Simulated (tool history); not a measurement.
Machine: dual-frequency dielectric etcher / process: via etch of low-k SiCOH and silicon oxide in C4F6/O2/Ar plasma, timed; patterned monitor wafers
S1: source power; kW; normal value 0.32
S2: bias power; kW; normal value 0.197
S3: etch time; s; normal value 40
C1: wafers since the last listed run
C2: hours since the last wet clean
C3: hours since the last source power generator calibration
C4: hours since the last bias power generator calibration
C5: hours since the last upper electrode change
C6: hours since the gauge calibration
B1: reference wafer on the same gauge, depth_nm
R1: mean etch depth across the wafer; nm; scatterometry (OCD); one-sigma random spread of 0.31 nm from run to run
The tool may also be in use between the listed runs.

Run 1, day 0: usual settings; C1 0; C2 234.9; C3 1844.6; C4 4319.8; C5 2372; C6 487.4; B1 97.4. Result: R1 92.7 nm.
Run 2, day 1.167: usual settings; C1 256; C2 262.9; C3 1872.6; C4 4347.8; C5 2400; C6 515.4; B1 97.4. Result: R1 92.6 nm.
Run 3, day 3.696: usual settings but S1 0.27 kW; C1 556; C2 323.6; C3 1933.3; C4 4408.5; C5 2460.7; C6 576.1; B1 97.3. Result: R1 84.3 nm.
At day 8.375: wet clean of the chamber.
Run 4, day 11.479: usual settings but S1 0.27 kW; C1 1491; C2 74.5; C3 2120.1; C4 4595.3; C5 2647.5; C6 762.9; B1 97.3. Result: R1 84.6 nm.
Run 5, day 12.671: usual settings but S1 0.36 kW, S2 0.162 kW; C1 262; C2 103.1; C3 2148.7; C4 4623.9; C5 2676.1; C6 791.5; B1 97.3. Result: R1 92.4 nm.
Run 6, day 14.746: usual settings but S1 0.36 kW, S2 0.162 kW; C1 456; C2 152.9; C3 2198.5; C4 4673.7; C5 2725.9; C6 841.3; B1 97.5. Result: R1 91.6 nm.
At day 15.996: upper electrode replaced.
At day 16.771: source power generator calibrated.
Run 7, day 16.996: usual settings but S1 0.36 kW, S2 0.162 kW; C1 238; C2 206.9; C3 5.4; C4 4727.7; C5 24; C6 895.3; B1 97.5. Result: R1 91.9 nm.
Run 8, day 19.421: usual settings but S3 45.5 s; C1 533; C2 265.1; C3 63.6; C4 4785.9; C5 82.2; C6 953.5; B1 97.4. Result: R1 105.4 nm.
Run 9, day 20.588: usual settings but S3 50 s; C1 256; C2 293.1; C3 91.6; C4 4813.9; C5 110.2; C6 981.5; B1 97.4. Result: R1 116.2 nm.
At day 22.204: wet clean of the chamber.
At day 22.267: gauge calibrated.
At day 22.392: bias power generator calibrated.
Run 10, day 22.412: usual settings but S1 0.26 kW, S3 31 s; C1 144; C2 5; C3 135.4; C4 0.5; C5 154; C6 3.5; B1 97.4. Result: R1 64.3 nm.
Run 11, day 23.925: usual settings but S1 0.37 kW, S2 0.227 kW, S3 32.5 s; C1 332; C2 41.3; C3 171.7; C4 36.8; C5 190.3; C6 39.8; B1 97.3. Result: R1 85.2 nm.
Run 12, day 26.667: usual settings but S2 0.16 kW; C1 602; C2 107.1; C3 237.5; C4 102.6; C5 256.1; C6 105.6; B1 97.5. Result: R1 86.5 nm.
Run 13, day 28.342: usual settings but S1 0.25 kW, S2 0.156 kW; C1 368; C2 147.3; C3 277.7; C4 142.8; C5 296.3; C6 145.8; B1 97.3. Result: R1 74.9 nm.
Run 14, day 30.579: usual settings; C1 492; C2 201; C3 331.4; C4 196.5; C5 350; C6 199.5; B1 97.4. Result: R1 92.7 nm.
Run 15, day 32.142: usual settings but S2 0.169 kW, S3 45.5 s; C1 343; C2 238.5; C3 368.9; C4 234; C5 387.5; C6 237; B1 97.4. Result: R1 100.4 nm.
Run 16, day 33.288: usual settings but S3 47.5 s; C1 251; C2 266; C3 396.4; C4 261.5; C5 415; C6 264.5; B1 97.3. Result: R1 109.1 nm.
Run 17, day 35.608: usual settings; C1 510; C2 321.7; C3 452.1; C4 317.2; C5 470.7; C6 320.2; B1 97.3. Result: R1 92.6 nm.

Consider 5 possible next runs. They are alternatives, not a sequence: every one starts from the tool as it was left by run 17. What does each give?
Run A, day 35.625: usual settings but S2 0.15 kW; C1 3; C2 322.1; C3 452.5; C4 317.6; C5 471.1; C6 320.6; B1 ?. Result: R1 ?.
Run B, day 35.625: usual settings but S2 0.23 kW, S3 36 s; C1 3; C2 322.1; C3 452.5; C4 317.6; C5 471.1; C6 320.6; B1 ?. Result: R1 ?.
Run C, day 35.625: usual settings but S1 0.34 kW, S2 0.15 kW; C1 3; C2 322.1; C3 452.5; C4 317.6; C5 471.1; C6 320.6; B1 ?. Result: R1 ?.
Run D, day 35.625: usual settings but S2 0.181 kW, S3 46.5 s; C1 3; C2 322.1; C3 452.5; C4 317.6; C5 471.1; C6 320.6; B1 ?. Result: R1 ?.
Run E, day 35.625: usual settings but S1 0.39 kW, S2 0.218 kW, S3 45 s; C1 3; C2 322.1; C3 452.5; C4 317.6; C5 471.1; C6 320.6; B1 ?. Result: R1 ?.

run    B1     R1
  A  97.3   85.1
  B  97.3   88.2
  C  97.3   87.8
  D  97.3  105.1
  E  97.3  119.5
The same runs, with their run-to-run variation unchanged, on a tool lacking any hidden condition would have given:
run     R1
  A   85.1
  B   88.2
  C   87.8
  D  105.1
  E  119.5
